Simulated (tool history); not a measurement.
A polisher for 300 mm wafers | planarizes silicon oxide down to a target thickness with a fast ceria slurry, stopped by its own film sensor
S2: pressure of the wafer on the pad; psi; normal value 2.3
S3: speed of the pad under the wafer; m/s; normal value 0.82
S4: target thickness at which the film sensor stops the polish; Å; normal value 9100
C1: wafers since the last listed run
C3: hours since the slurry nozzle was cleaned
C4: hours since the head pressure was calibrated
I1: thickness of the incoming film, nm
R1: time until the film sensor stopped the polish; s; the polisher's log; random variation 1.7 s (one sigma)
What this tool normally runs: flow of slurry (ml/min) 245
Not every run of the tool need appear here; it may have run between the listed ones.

{"run": 1, "hour": 0.0, "flow of slurry (ml/min)": 245, "S2": 1.8, "S3": 0.82, "S4": 9100, "C1": 0, "wafers polished on this pad": 714, "C3": 88.1, "C4": 344.0, "I1": 1831.2, "R1": 100.7}
{"run": 2, "hour": 17.3, "flow of slurry (ml/min)": 245, "S2": 1.8, "S3": 0.82, "S4": 9100, "C1": 188, "wafers polished on this pad": 902, "C3": 105.4, "C4": 361.3, "I1": 1789.4, "R1": 96.5}
{"run": 3, "hour": 48.5, "flow of slurry (ml/min)": 245, "S2": 1.8, "S3": 0.82, "S4": 9100, "C1": 339, "wafers polished on this pad": 1242, "C3": 136.6, "C4": 392.5, "I1": 1807.9, "R1": 99.4}
{"run": 4, "hour": 67.0, "flow of slurry (ml/min)": 245, "S2": 2.5, "S3": 0.66, "S4": 9100, "C1": 201, "wafers polished on this pad": 1443, "C3": 155.1, "C4": 411.0, "I1": 1799.2, "R1": 87.1}
{"run": 5, "hour": 91.2, "flow of slurry (ml/min)": 245, "S2": 2.3, "S3": 0.82, "S4": 9100, "C1": 263, "wafers polished on this pad": 1706, "C3": 179.3, "C4": 435.2, "I1": 1814.7, "R1": 81.3}
{"run": 6, "hour": 110.1, "flow of slurry (ml/min)": 245, "S2": 2.3, "S3": 0.82, "S4": 9100, "C1": 205, "wafers polished on this pad": 1912, "C3": 198.2, "C4": 454.1, "I1": 1809.5, "R1": 80.0}
{"run": 7, "hour": 122.8, "flow of slurry (ml/min)": 245, "S2": 2.3, "S3": 0.82, "S4": 9100, "C1": 138, "wafers polished on this pad": 2050, "C3": 210.9, "C4": 466.8, "I1": 1810.0, "R1": 80.8}
{"hour": 136.9, "done": "worn pad replaced by a new one"}
{"hour": 140.4, "done": "head pressure recalibrated"}
{"run": 8, "hour": 149.5, "flow of slurry (ml/min)": 245, "S2": 2.3, "S3": 0.82, "S4": 9100, "C1": 225, "wafers polished on this pad": 115, "C3": 237.6, "C4": 9.1, "I1": 1834.7, "R1": 88.9}
{"run": 9, "hour": 163.9, "flow of slurry (ml/min)": 245, "S2": 2.3, "S3": 0.82, "S4": 9100, "C1": 156, "wafers polished on this pad": 272, "C3": 252.0, "C4": 23.5, "I1": 1816.2, "R1": 85.8}
{"run": 10, "hour": 257.6, "flow of slurry (ml/min)": 245, "S2": 2.3, "S3": 0.82, "S4": 9100, "C1": 1019, "wafers polished on this pad": 1292, "C3": 345.7, "C4": 117.2, "I1": 1818.5, "R1": 86.4}
{"run": 11, "hour": 273.1, "flow of slurry (ml/min)": 245, "S2": 2.3, "S3": 0.82, "S4": 9100, "C1": 168, "wafers polished on this pad": 1461, "C3": 361.2, "C4": 132.7, "I1": 1816.7, "R1": 88.2}
{"run": 12, "hour": 287.1, "flow of slurry (ml/min)": 245, "S2": 2.3, "S3": 0.82, "S4": 9100, "C1": 152, "wafers polished on this pad": 1613, "C3": 375.2, "C4": 146.7, "I1": 1796.0, "R1": 82.3}
{"run": 13, "hour": 321.1, "flow of slurry (ml/min)": 245, "S2": 1.8, "S3": 0.64, "S4": 9100, "C1": 370, "wafers polished on this pad": 1983, "C3": 409.2, "C4": 180.7, "I1": 1790.1, "R1": 119.0}
{"hour": 337.9, "done": "worn pad replaced by a new one"}
{"run": 14, "hour": 343.1, "flow of slurry (ml/min)": 245, "S2": 1.8, "S3": 0.64, "S4": 9100, "C1": 195, "wafers polished on this pad": 56, "C3": 431.2, "C4": 202.7, "I1": 1821.9, "R1": 119.1}
{"run": 15, "hour": 356.7, "flow of slurry (ml/min)": 245, "S2": 1.8, "S3": 0.64, "S4": 9100, "C1": 148, "wafers polished on this pad": 204, "C3": 444.8, "C4": 216.3, "I1": 1817.1, "R1": 122.7}
{"run": 16, "hour": 379.6, "flow of slurry (ml/min)": 245, "S2": 2.3, "S3": 0.82, "S4": 9100, "C1": 249, "wafers polished on this pad": 453, "C3": 467.7, "C4": 239.2, "I1": 1804.5, "R1": 80.2}
{"run": 17, "hour": 406.3, "flow of slurry (ml/min)": 245, "S2": 2.3, "S3": 0.82, "S4": 9100, "C1": 290, "wafers polished on this pad": 744, "C3": 494.4, "C4": 265.9, "I1": 1795.7, "R1": 78.4}
{"run": 18, "hour": 429.8, "flow of slurry (ml/min)": 275, "S2": 2.3, "S3": 0.82, "S4": 9100, "C1": 255, "wafers polished on this pad": 1000, "C3": 517.9, "C4": 289.4, "I1": 1788.1, "R1": 80.9}
{"run": 19, "hour": 461.5, "flow of slurry (ml/min)": 180, "S2": 1.6, "S3": 0.58, "S4": 6720, "C1": 345, "wafers polished on this pad": 1345, "C3": 549.6, "C4": 321.1, "I1": 1787.3, "R1": 169.1}
{"run": 20, "hour": 485.1, "flow of slurry (ml/min)": 245, "S2": 1.6, "S3": 0.64, "S4": 9100, "C1": 256, "wafers polished on this pad": 1602, "C3": 573.2, "C4": 344.7, "I1": 1799.6, "R1": 127.0}
{"run": 21, "hour": 514.6, "flow of slurry (ml/min)": 325, "S2": 2.9, "S3": 1.06, "S4": 10780, "C1": 321, "wafers polished on this pad": 1923, "C3": 602.7, "C4": 374.2, "I1": 1815.9, "R1": 44.8}
{"run": 22, "hour": 547.5, "flow of slurry (ml/min)": 185, "S2": 2.3, "S3": 0.82, "S4": 12220, "C1": 358, "wafers polished on this pad": 2281, "C3": 635.6, "C4": 407.1, "I1": 1817.3, "R1": 55.2}
{"hour": 556.8, "done": "worn pad replaced by a new one"}
{"run": 23, "hour": 574.4, "flow of slurry (ml/min)": 245, "S2": 2.3, "S3": 0.82, "S4": 9100, "C1": 249, "wafers polished on this pad": 191, "C3": 662.5, "C4": 434.0, "I1": 1822.2, "R1": 83.2}
{"hour": 594.4, "done": "slurry nozzle cleaned"}
{"run": 24, "hour": 600.0, "flow of slurry (ml/min)": 270, "S2": 1.9, "S3": 0.58, "S4": 6200, "C1": 267, "wafers polished on this pad": 459, "C3": 5.6, "C4": 459.6, "I1": 1795.8, "R1": 149.6}
{"run": 25, "hour": 626.8, "flow of slurry (ml/min)": 215, "S2": 1.6, "S3": 0.94, "S4": 9100, "C1": 291, "wafers polished on this pad": 750, "C3": 32.4, "C4": 486.4, "I1": 1797.8, "R1": 91.6}
{"run": 26, "hour": 656.4, "flow of slurry (ml/min)": 245, "S2": 3.0, "S3": 0.64, "S4": 9100, "C1": 322, "wafers polished on this pad": 1073, "C3": 62.0, "C4": 516.0, "I1": 1790.8, "R1": 72.9}
{"run": 27, "hour": 685.2, "flow of slurry (ml/min)": 245, "S2": 2.6, "S3": 0.82, "S4": 9910, "C1": 313, "wafers polished on this pad": 1386, "C3": 90.8, "C4": 544.8, "I1": 1843.8, "R1": 67.1}
{"hour": 704.0, "done": "head pressure recalibrated"}
{"run": 28, "hour": 717.2, "flow of slurry (ml/min)": 195, "S2": 3.0, "S3": 0.82, "S4": 11520, "C1": 326, "wafers polished on this pad": 1713, "C3": 122.8, "C4": 13.2, "I1": 1819.8, "R1": 52.5}
{"run": 29, "hour": 733.2, "flow of slurry (ml/min)": 245, "S2": 2.3, "S3": 0.82, "S4": 9100, "C1": 174, "wafers polished on this pad": 1887, "C3": 138.8, "C4": 29.2, "I1": 1811.0, "R1": 85.7}
{"hour": 740.4, "done": "worn pad replaced by a new one"}
{"run": 30, "hour": 753.7, "flow of slurry (ml/min)": 200, "S2": 3.1, "S3": 0.68, "S4": 6640, "C1": 179, "wafers polished on this pad": 145, "C3": 159.3, "C4": 49.7, "I1": 1834.1, "R1": 101.0}
{"run": 31, "hour": 787.5, "flow of slurry (ml/min)": 190, "S2": 1.9, "S3": 1.04, "S4": 7420, "C1": 367, "wafers polished on this pad": 513, "C3": 193.1, "C4": 83.5, "I1": 1794.2, "R1": 100.0}
{"run": 32, "hour": 820.5, "flow of slurry (ml/min)": 245, "S2": 2.3, "S3": 0.82, "S4": 9100, "C1": 359, "wafers polished on this pad": 872, "C3": 226.1, "C4": 116.5, "I1": 1829.5, "R1": 86.7}
{"run": 33, "hour": 854.5, "flow of slurry (ml/min)": 270, "S2": 1.9, "S3": 0.58, "S4": 6200, "C1": 370, "wafers polished on this pad": 1242, "C3": 260.1, "C4": 150.5, "I1": 1794.8, "R1": 161.6}
{"run": 34, "hour": 878.3, "flow of slurry (ml/min)": 245, "S2": 1.6, "S3": 0.82, "S4": 9100, "C1": 259, "wafers polished on this pad": 1501, "C3": 283.9, "C4": 174.3, "I1": 1798.6, "R1": 107.9}
{"run": 35, "hour": 902.9, "flow of slurry (ml/min)": 245, "S2": 1.8, "S3": 0.7, "S4": 9100, "C1": 267, "wafers polished on this pad": 1769, "C3": 308.5, "C4": 198.9, "I1": 1809.5, "R1": 116.7}
{"hour": 936.6, "done": "worn pad replaced by a new one"}
{"run": 36, "hour": 937.1, "flow of slurry (ml/min)": 245, "S2": 2.3, "S3": 0.82, "S4": 9100, "C1": 328, "wafers polished on this pad": 5, "C3": 342.7, "C4": 233.1, "I1": 1769.9, "R1": 78.6}
{"run": 37, "hour": 959.9, "flow of slurry (ml/min)": 245, "S2": 2.3, "S3": 0.92, "S4": 7820, "C1": 248, "wafers polished on this pad": 253, "C3": 365.5, "C4": 255.9, "I1": 1810.5, "R1": 88.9}

Below are 3 alternative next runs, each starting from the tool's condition after run 37. Predict each:
{"run": "A", "hour": 960.4, "flow of slurry (ml/min)": 245, "S2": 2.3, "S3": 0.92, "S4": 9100, "C1": 5, "wafers polished on this pad": 259, "C3": 366.0, "C4": 256.4, "I1": 1847.2, "R1": "?"}
{"run": "B", "hour": 960.4, "flow of slurry (ml/min)": 245, "S2": 2.3, "S3": 0.82, "S4": 7300, "C1": 5, "wafers polished on this pad": 259, "C3": 366.0, "C4": 256.4, "I1": 1847.2, "R1": "?"}
{"run": "C", "hour": 960.4, "flow of slurry (ml/min)": 275, "S2": 2.9, "S3": 0.96, "S4": 9100, "C1": 5, "wafers polished on this pad": 259, "C3": 366.0, "C4": 256.4, "I1": 1847.2, "R1": "?"}

run=A R1=83.6
run=B R1=108.6
run=C R1=67.0
With the hidden condition removed and each run's random variation left untouched, the same runs would have given:
run=A R1=84.6
run=B R1=110.0
run=C R1=67.8

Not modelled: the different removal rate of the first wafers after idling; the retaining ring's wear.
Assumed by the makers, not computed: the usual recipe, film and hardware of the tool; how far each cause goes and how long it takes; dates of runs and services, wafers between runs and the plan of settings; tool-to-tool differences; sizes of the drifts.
